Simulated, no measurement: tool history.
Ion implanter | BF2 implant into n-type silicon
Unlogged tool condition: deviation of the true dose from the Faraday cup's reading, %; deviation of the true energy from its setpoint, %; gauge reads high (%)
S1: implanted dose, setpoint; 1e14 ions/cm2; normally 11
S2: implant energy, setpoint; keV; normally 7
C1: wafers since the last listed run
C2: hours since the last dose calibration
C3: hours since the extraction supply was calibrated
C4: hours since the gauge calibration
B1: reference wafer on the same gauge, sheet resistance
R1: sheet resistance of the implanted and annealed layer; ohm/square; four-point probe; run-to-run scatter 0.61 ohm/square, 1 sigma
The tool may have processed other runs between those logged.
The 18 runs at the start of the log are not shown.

Run 19, hour 230.4: usual settings but S1 8.47 1e14 ions/cm2, S2 5 keV; C1 318; C2 41.9; C3 6508.6; C4 86.2; B1 208.25. Result: R1 241.59 ohm/square.
At hour 247.9: extraction supply calibrated.
Run 20, hour 248.4: usual settings but S1 9.94 1e14 ions/cm2, S2 9 keV; C1 196; C2 59.9; C3 0.5; C4 104.2; B1 208.15. Result: R1 192.46 ohm/square.
Run 21, hour 258: usual settings; C1 188; C2 69.5; C3 10.1; C4 113.8; B1 207.9. Result: R1 196.18 ohm/square.
Run 22, hour 266.3: usual settings but S1 8.91 1e14 ions/cm2, S2 9 keV; C1 163; C2 77.8; C3 18.4; C4 122.1; B1 208.24. Result: R1 200.86 ohm/square.
Run 23, hour 281.4: usual settings; C1 296; C2 92.9; C3 33.5; C4 137.2; B1 208.19. Result: R1 196.1 ohm/square.
Run 24, hour 299.2: usual settings but S1 14.11 1e14 ions/cm2, S2 5 keV; C1 350; C2 110.7; C3 51.3; C4 155; B1 207.78. Result: R1 198.28 ohm/square.
Run 25, hour 313.9: usual settings; C1 289; C2 125.4; C3 66; C4 169.7; B1 208.14. Result: R1 197.39 ohm/square.
Run 26, hour 324: usual settings; C1 198; C2 135.5; C3 76.1; C4 179.8; B1 208.02. Result: R1 197.19 ohm/square.
Run 27, hour 345: usual settings but S1 8.83 1e14 ions/cm2, S2 9.5 keV; C1 412; C2 156.5; C3 97.1; C4 200.8; B1 208.02. Result: R1 200.15 ohm/square.
Run 28, hour 362.7: usual settings but S1 13.56 1e14 ions/cm2, S2 5.5 keV; C1 348; C2 174.2; C3 114.8; C4 218.5; B1 208.02. Result: R1 196.72 ohm/square.
Run 29, hour 369.7: usual settings but S1 7.73 1e14 ions/cm2; C1 137; C2 181.2; C3 121.8; C4 225.5; B1 208.05. Result: R1 233.96 ohm/square.
Run 30, hour 377.1: usual settings but S1 13.25 1e14 ions/cm2, S2 5.5 keV; C1 145; C2 188.6; C3 129.2; C4 232.9; B1 207.9. Result: R1 196.87 ohm/square.
Run 31, hour 393.7: usual settings; C1 326; C2 205.2; C3 145.8; C4 249.5; B1 208.19. Result: R1 197.93 ohm/square.
Run 32, hour 410.6: usual settings but S2 9 keV; C1 332; C2 222.1; C3 162.7; C4 266.4; B1 208.04. Result: R1 186.04 ohm/square.
Run 33, hour 423.2: usual settings but S1 8.87 1e14 ions/cm2, S2 8.5 keV; C1 247; C2 234.7; C3 175.3; C4 279; B1 207.92. Result: R1 206.69 ohm/square.
Run 34, hour 437.9: usual settings but S1 8.42 1e14 ions/cm2, S2 9 keV; C1 289; C2 249.4; C3 190; C4 293.7; B1 208.03. Result: R1 207.72 ohm/square.
Run 35, hour 449.6: usual settings; C1 230; C2 261.1; C3 201.7; C4 305.4; B1 208.12. Result: R1 199.84 ohm/square.
At hour 463.6: gauge calibrated.
Run 36, hour 494: usual settings; C1 873; C2 305.5; C3 246.1; C4 30.4; B1 208.17. Result: R1 198.67 ohm/square.
Run 37, hour 505.2: usual settings but S1 8.77 1e14 ions/cm2, S2 8 keV; C1 220; C2 316.7; C3 257.3; C4 41.6; B1 207.95. Result: R1 212.55 ohm/square.

Each row is a separate what-if for the run after 37, all from the same tool condition, not one after another. Results?
Run A, hour 505.6: usual settings but S2 5 keV; C1 7; C2 317.1; C3 257.7; C4 42; B1 ?. Result: R1 ?.
Run B, hour 505.6: usual settings but S1 12.3 1e14 ions/cm2, S2 5 keV; C1 7; C2 317.1; C3 257.7; C4 42; B1 ?. Result: R1 ?.
Run C, hour 505.6: usual settings but S1 11.86 1e14 ions/cm2, S2 8 keV; C1 7; C2 317.1; C3 257.7; C4 42; B1 ?. Result: R1 ?.
Run D, hour 505.6: usual settings but S1 13.61 1e14 ions/cm2, S2 9 keV; C1 7; C2 317.1; C3 257.7; C4 42; B1 ?. Result: R1 ?.

run      B1      R1
  A  208.01  214.76
  B  208.01  206.01
  C  208.01  187.19
  D  208.01   175.7
Take away the tool's hidden state, keep each run's random variation, and the runs would have read:
run      R1
  A  212.44
  B  204.34
  C  185.69
  D  174.79
